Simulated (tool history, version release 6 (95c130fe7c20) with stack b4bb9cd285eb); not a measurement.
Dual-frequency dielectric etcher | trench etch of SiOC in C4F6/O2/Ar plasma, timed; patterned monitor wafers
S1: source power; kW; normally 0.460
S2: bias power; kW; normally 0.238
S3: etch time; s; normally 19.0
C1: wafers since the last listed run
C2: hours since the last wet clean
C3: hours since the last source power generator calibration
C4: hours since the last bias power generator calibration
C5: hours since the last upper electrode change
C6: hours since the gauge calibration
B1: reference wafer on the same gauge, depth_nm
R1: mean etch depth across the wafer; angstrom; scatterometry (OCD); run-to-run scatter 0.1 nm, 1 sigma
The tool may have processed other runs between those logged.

| run | hour | S1 | S2 | S3 | C1 | C2 | C3 | C4 | C5 | C6 | B1 | R1 |
|---|---|---|---|---|---|---|---|---|---|---|---|---|
| 1 | 0.0 | 0.460 | 0.238 | 19.0 | 0 | 331.1 | 1585.3 | 2462.2 | 5989.3 | 236.2 | 56.67 | 476.7 |
| 2 | 70.2 | 0.460 | 0.207 | 19.0 | 1489 | 401.3 | 1655.5 | 2532.4 | 6059.5 | 306.4 | 56.74 | 452.4 |
| 3 | 107.7 | 0.460 | 0.274 | 19.0 | 795 | 438.8 | 1693.0 | 2569.9 | 6097.0 | 343.9 | 56.85 | 503.5 |
| 4 | 166.2 | 0.460 | 0.238 | 19.0 | 1241 | 497.3 | 1751.5 | 2628.4 | 6155.5 | 402.4 | 56.78 | 479.5 |
| 5 | 232.1 | 0.460 | 0.238 | 19.0 | 1398 | 563.2 | 1817.4 | 2694.3 | 6221.4 | 468.3 | 56.92 | 479.0 |
|  | 299.6 | wet clean of the chamber |
| 6 | 300.1 | 0.460 | 0.238 | 19.0 | 933 | 0.5 | 1885.4 | 2762.3 | 6289.4 | 536.3 | 57.03 | 477.9 |
| 7 | 342.6 | 0.460 | 0.238 | 19.0 | 902 | 43.0 | 1927.9 | 2804.8 | 6331.9 | 578.8 | 57.11 | 478.9 |
|  | 383.6 | bias power generator calibrated |
| 8 | 384.1 | 0.460 | 0.238 | 19.0 | 795 | 84.5 | 1969.4 | 0.5 | 6373.4 | 620.3 | 57.06 | 479.9 |
| 9 | 434.0 | 0.460 | 0.238 | 19.0 | 1059 | 134.4 | 2019.3 | 50.4 | 6423.3 | 670.2 | 57.20 | 479.1 |
|  | 466.0 | source power generator calibrated |
| 10 | 466.5 | 0.460 | 0.238 | 17.5 | 604 | 166.9 | 0.5 | 82.9 | 6455.8 | 702.7 | 57.24 | 442.2 |
|  | 524.2 | upper electrode replaced |
| 11 | 524.7 | 0.500 | 0.255 | 19.0 | 725 | 225.1 | 58.7 | 141.1 | 0.5 | 760.9 | 57.27 | 505.4 |
| 12 | 551.7 | 0.460 | 0.238 | 23.5 | 573 | 252.1 | 85.7 | 168.1 | 27.5 | 787.9 | 57.26 | 597.0 |
| 13 | 595.8 | 0.570 | 0.238 | 19.0 | 936 | 296.2 | 129.8 | 212.2 | 71.6 | 832.0 | 57.31 | 509.6 |
| 14 | 634.9 | 0.460 | 0.238 | 19.0 | 829 | 335.3 | 168.9 | 251.3 | 110.7 | 871.1 | 57.38 | 483.0 |
|  | 641.7 | gauge calibrated |
| 15 | 697.2 | 0.370 | 0.210 | 22.5 | 1322 | 397.6 | 231.2 | 313.6 | 173.0 | 55.5 | 56.41 | 508.0 |

Predict the results of run 16:
| 16 | 739.0 | 0.500 | 0.238 | 22.0 | 887 | 439.4 | 273.0 | 355.4 | 214.8 | 97.3 | ? | ? |

Run 16 produced B1 56.50, R1 561.3 angstrom.
Minus the tool's unlogged condition, the same run would have read R1 560.8 angstrom.
